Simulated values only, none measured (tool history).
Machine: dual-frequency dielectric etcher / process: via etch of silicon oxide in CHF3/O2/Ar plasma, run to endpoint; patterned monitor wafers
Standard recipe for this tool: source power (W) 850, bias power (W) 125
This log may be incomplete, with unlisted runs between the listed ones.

| run | day | source power (W) | bias power (W) | wafers since the last listed run | hours since the last wet clean | hours since the last source power generator calibration | hours since the last bias power generator calibration | hours since the last upper electrode change | incoming incoming film thickness, nm | endpoint time (s) |
|---|---|---|---|---|---|---|---|---|---|---|
| 1 | 0.000 | 850 | 140 | 0 | 313.4 | 2657.2 | 4876.0 | 2593.4 | 563.2 | 291.9 |
| 2 | 2.550 | 850 | 140 | 287 | 374.6 | 2718.4 | 4937.2 | 2654.6 | 572.6 | 299.0 |
| 3 | 4.525 | 850 | 140 | 222 | 422.0 | 2765.8 | 4984.6 | 2702.0 | 571.8 | 292.1 |
| 4 | 6.379 | 850 | 125 | 208 | 466.5 | 2810.3 | 5029.1 | 2746.5 | 568.3 | 309.0 |
| 5 | 8.317 | 850 | 125 | 218 | 513.0 | 2856.8 | 5075.6 | 2793.0 | 575.4 | 315.4 |
| 6 | 9.921 | 850 | 125 | 180 | 551.5 | 2895.3 | 5114.1 | 2831.5 | 569.1 | 311.0 |
| 7 | 12.029 | 850 | 125 | 237 | 602.1 | 2945.9 | 5164.7 | 2882.1 | 563.6 | 309.7 |
|  | 14.692 | wet clean of the chamber |
| 8 | 17.071 | 850 | 125 | 455 | 57.1 | 3066.9 | 5285.7 | 3003.1 | 572.1 | 296.8 |
| 9 | 18.771 | 850 | 125 | 191 | 97.9 | 3107.7 | 5326.5 | 3043.9 | 570.9 | 298.0 |
| 10 | 20.292 | 770 | 103 | 171 | 134.4 | 3144.2 | 5363.0 | 3080.4 | 569.0 | 331.2 |

Run 11 comes next. What will it give?
| 11 | 22.325 | 850 | 106 | 229 | 183.2 | 3193.0 | 5411.8 | 3129.2 | 565.7 | ? |

{"run 11": {"endpoint time (s)": 316.5}}
On a tool with no hidden condition, and with the same random variation, this run would have come out at endpoint time (s) 311.0.

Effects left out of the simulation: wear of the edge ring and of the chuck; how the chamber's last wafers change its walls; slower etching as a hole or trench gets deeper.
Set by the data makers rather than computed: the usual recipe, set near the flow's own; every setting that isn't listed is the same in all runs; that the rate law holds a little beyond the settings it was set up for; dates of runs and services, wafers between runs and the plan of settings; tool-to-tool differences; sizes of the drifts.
